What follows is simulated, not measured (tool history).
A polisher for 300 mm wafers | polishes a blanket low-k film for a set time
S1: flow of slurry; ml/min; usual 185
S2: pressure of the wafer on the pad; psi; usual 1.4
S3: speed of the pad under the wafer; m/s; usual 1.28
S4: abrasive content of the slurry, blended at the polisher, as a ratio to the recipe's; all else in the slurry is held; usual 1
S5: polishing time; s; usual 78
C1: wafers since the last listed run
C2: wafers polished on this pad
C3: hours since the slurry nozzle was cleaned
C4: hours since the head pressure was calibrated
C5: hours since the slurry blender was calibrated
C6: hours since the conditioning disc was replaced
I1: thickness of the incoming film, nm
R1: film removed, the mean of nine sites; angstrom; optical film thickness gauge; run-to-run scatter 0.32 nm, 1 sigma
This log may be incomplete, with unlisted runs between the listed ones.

run    hour   S1   S2    S3    S4   S5    C1    C2     C3      C4     C5     C6     I1   R1
  1       0  185  1.4  1.28     1   78     0  6179  167.2   428.8   72.8    713  382.6  244
       22.2  -- conditioning disc replaced and pad reconditioned
  2   101.9  185  1.4  1.28     1   78  1151  7331  269.1   530.7  174.7   79.7  380.2  276
  3   142.6  130  1.4  1.12     1   78   469  7800  309.8   571.4  215.4  120.4  382.7  231
  4   211.5  185  1.4  1.28     1   78   794  8594  378.7   640.3  284.3  189.3  383.8  273
  5   267.9  185  1.4  1.28     1   78   650  9244  435.1   696.7  340.7  245.7  380.9  267
      280.7  -- worn pad replaced by a new one
  6   371.9  185  1.4  1.46     1   60  1152  1051  539.1   800.7  444.7  349.7  381.7  224
  7   442.1  185  1.4  1.28  1.15   51   809  1861  609.3   870.9  514.9  419.9  383.6  188
  8   479.1  235  1.4  1.44     1   94   426  2287  646.3   907.9  551.9  456.9  382.9  353
  9   538.8  205  1.2   1.5     1   67   688  2975    706   967.6  611.6  516.6  374.6  218
      575.7  -- slurry nozzle cleaned
 10     607  185  1.4  1.28     1   78   774  3750   31.3  1035.8  679.8  584.8  385.9  253
 11   692.6  205  1.4  1.28     1   87   986  4737  116.9  1121.4  765.4  670.4  381.4  290
      739.1  -- slurry blender recalibrated
 12   749.1  185  1.4  1.28   1.1   78   628  5365  173.4  1177.9     10  726.9  378.6  264
      818.5  -- head pressure recalibrated
      829.7  -- conditioning disc replaced and pad reconditioned
 13   839.7  185  1.4  1.28  1.25   68   998  6363    264    21.2  100.6     10  380.7  274
 14   908.9  145  1.4  0.94     1   78   797  7161  333.2    90.4  169.8   79.2  381.9  208
      932.2  -- worn pad replaced by a new one
 15     970  185  1.4  1.28     1   78   658   435  394.3   151.5  230.9  140.3    374  270
 16  1008.9  205  1.4  1.28     1   78   448   884  433.2   190.4  269.8  179.2  385.8  271
 17  1114.3  140  1.4  1.28     1   78  1215  2099  538.6   295.8  375.2  284.6  379.7  250
 18  1172.9  185  1.4  0.86     1   78   675  2775  597.2   354.4  433.8  343.2  386.1  196
 19  1218.6  185  1.4  1.28     1   78   526  3301  642.9   400.1  479.5  388.9  378.2  264
 20    1309  125  0.9  1.56     1   78  1042  4343  733.3   490.5  569.9  479.3  380.6  182
 21  1368.5  140  1.8  1.54  1.25   78   685  5029  792.8     550  629.4  538.8    382  393
     1378.6  -- slurry nozzle cleaned
 22  1474.9  185  1.2     1     1  103  1215  6244   96.3   656.4  735.8  645.2  382.3  243
     1509.9  -- slurry blender recalibrated
     1554.3  -- conditioning disc replaced and pad reconditioned
 23  1563.8  185  1.4  1.28     1   90   978  7223  185.2   745.3   53.9    9.5  379.7  321
 24  1639.2  185  1.9  0.88     1   78   869  8092  260.6   820.7  129.3   84.9  383.6  268
     1706.8  -- worn pad replaced by a new one
 25  1708.6  230  1.4  1.28     1   78   753    20    330   890.1  198.7  154.3  376.8  281
 26  1769.2  185  1.4  1.28     1   78   698   719  390.6   950.7  259.3  214.9  379.9  263

What the log doesn't show, run by run:
removal rate lost through wear of the pad, %: 0 at every run
slurry flow missing at the pad, %: 0 at every run
deviation of the head's pressure from its setpoint, %: 0 at every run
abrasive missing from the slurry, %: 0 at every run
H1: time polished since the conditioner stopped cutting, s
run    H1
  1   366
  2  41.7
  3    61
  4  93.5
  5   120
  6   169
  7   202
  8   220
  9   248
 10   280
 11   321
 12   348
 13  8.89
 14  41.6
 15  70.5
 16  88.8
 17   139
 18   166
 19   188
 20   231
 21   259
 22   309
 23  53.5
 24  89.1
 25   122
 26   151
